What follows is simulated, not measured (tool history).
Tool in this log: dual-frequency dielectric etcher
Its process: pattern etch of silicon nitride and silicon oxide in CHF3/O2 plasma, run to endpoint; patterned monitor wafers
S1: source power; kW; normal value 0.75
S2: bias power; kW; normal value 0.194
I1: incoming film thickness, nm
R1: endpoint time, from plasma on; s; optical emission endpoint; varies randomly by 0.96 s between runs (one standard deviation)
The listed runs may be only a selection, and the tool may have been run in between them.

{"run": 1, "hour": 0.0, "S1": 0.9, "S2": 0.18, "I1": 180.4, "R1": 102.2}
{"run": 2, "hour": 20.4, "S1": 0.9, "S2": 0.18, "I1": 179.2, "R1": 100.8}
{"run": 3, "hour": 51.0, "S1": 0.75, "S2": 0.194, "I1": 180.5, "R1": 110.5}
{"run": 4, "hour": 86.9, "S1": 0.75, "S2": 0.194, "I1": 178.6, "R1": 109.4}
{"run": 5, "hour": 122.9, "S1": 0.81, "S2": 0.194, "I1": 180.6, "R1": 105.7}
{"run": 6, "hour": 151.6, "S1": 0.81, "S2": 0.194, "I1": 181.3, "R1": 105.1}
{"run": 7, "hour": 181.8, "S1": 0.81, "S2": 0.194, "I1": 180.2, "R1": 104.4}
{"hour": 240.5, "done": "bias power generator calibrated"}
{"run": 8, "hour": 264.1, "S1": 0.75, "S2": 0.194, "I1": 179.9, "R1": 107.7}
{"run": 9, "hour": 293.4, "S1": 0.75, "S2": 0.194, "I1": 179.3, "R1": 108}
{"run": 10, "hour": 319.2, "S1": 0.75, "S2": 0.194, "I1": 179.4, "R1": 108.6}
{"run": 11, "hour": 341.1, "S1": 0.75, "S2": 0.194, "I1": 180.2, "R1": 106.9}
{"run": 12, "hour": 364.1, "S1": 0.75, "S2": 0.194, "I1": 179.4, "R1": 106}
{"run": 13, "hour": 376.4, "S1": 0.75, "S2": 0.194, "I1": 181.8, "R1": 108.6}
{"hour": 408.9, "done": "wet clean of the chamber"}
{"run": 14, "hour": 409.4, "S1": 0.75, "S2": 0.194, "I1": 177.4, "R1": 103.8}
{"run": 15, "hour": 425.2, "S1": 0.75, "S2": 0.194, "I1": 178.4, "R1": 104.9}
{"run": 16, "hour": 476.4, "S1": 0.81, "S2": 0.228, "I1": 179, "R1": 92.9}
{"hour": 514.0, "done": "upper electrode replaced"}
{"run": 17, "hour": 514.5, "S1": 0.9, "S2": 0.239, "I1": 179, "R1": 86.4}
{"run": 18, "hour": 531.1, "S1": 0.86, "S2": 0.232, "I1": 181.4, "R1": 91.1}
{"hour": 546.7, "done": "source power generator calibrated"}
{"run": 19, "hour": 547.2, "S1": 0.61, "S2": 0.227, "I1": 181.1, "R1": 113.9}
{"run": 20, "hour": 566.3, "S1": 0.75, "S2": 0.194, "I1": 179.4, "R1": 103.8}
{"run": 21, "hour": 585.3, "S1": 0.68, "S2": 0.228, "I1": 180.2, "R1": 105.7}
{"run": 22, "hour": 612.5, "S1": 0.67, "S2": 0.194, "I1": 179.7, "R1": 109.9}
{"hour": 640.1, "done": "wet clean of the chamber, repeated, since the last time left the tool worse"}
{"run": 23, "hour": 640.6, "S1": 0.75, "S2": 0.194, "I1": 178.6, "R1": 110.3}
{"run": 24, "hour": 646.4, "S1": 0.56, "S2": 0.232, "I1": 179.2, "R1": 124.8}
{"run": 25, "hour": 677.5, "S1": 0.65, "S2": 0.239, "I1": 178.3, "R1": 111.2}
{"run": 26, "hour": 690.7, "S1": 0.82, "S2": 0.23, "I1": 180.8, "R1": 99.8}
{"run": 27, "hour": 723.8, "S1": 0.75, "S2": 0.194, "I1": 179, "R1": 110.5}
{"run": 28, "hour": 742.0, "S1": 0.81, "S2": 0.194, "I1": 177.9, "R1": 102.5}
{"run": 29, "hour": 773.1, "S1": 0.75, "S2": 0.194, "I1": 180.8, "R1": 110.6}
{"run": 30, "hour": 801.9, "S1": 0.9, "S2": 0.163, "I1": 180.9, "R1": 104}
{"run": 31, "hour": 831.6, "S1": 0.75, "S2": 0.194, "I1": 181.8, "R1": 111.2}
{"run": 32, "hour": 845.0, "S1": 0.75, "S2": 0.16, "I1": 179.8, "R1": 113.8}
{"run": 33, "hour": 878.0, "S1": 0.63, "S2": 0.228, "I1": 180.9, "R1": 115.3}
{"run": 34, "hour": 899.3, "S1": 0.75, "S2": 0.194, "I1": 178.7, "R1": 106.1}
{"run": 35, "hour": 913.8, "S1": 0.93, "S2": 0.194, "I1": 180.1, "R1": 96.6}

Some steps in R1, run to run, broken into two amounts with sign: the step expected even without the hidden condition (settings, incoming material, random variation), and the rest, left for the hidden condition together with whatever gauge scatter is not in both the measured and the hidden-condition-free result:
The tool's hidden condition here consists of: etch rate over this chamber's usual, %; source power that arrives over what is set, %; bias power that arrives over what is set, %.
Run 13 -> 14: wet clean of the chamber. R1 -4.8 s: hidden state -2.2, all else -2.6.
Run 18 -> 19: S1 0.86 -> 0.61, S2 0.232 -> 0.227, source power generator calibrated. R1 +22.8 s: hidden state -1.5, all else +24.3.
Run 22 -> 23: S1 0.67 -> 0.75, wet clean of the chamber, repeated, since the last time left the tool worse. R1 +0.4 s: hidden state +7.6, all else -7.2.
Run 23 -> 24: S1 0.75 -> 0.56, S2 0.194 -> 0.232. R1 +14.5 s: hidden state -0.2, all else +14.7.
Run 24 -> 25: S1 0.56 -> 0.65, S2 0.232 -> 0.239. R1 -13.6 s: hidden state -0.3, all else -13.3.
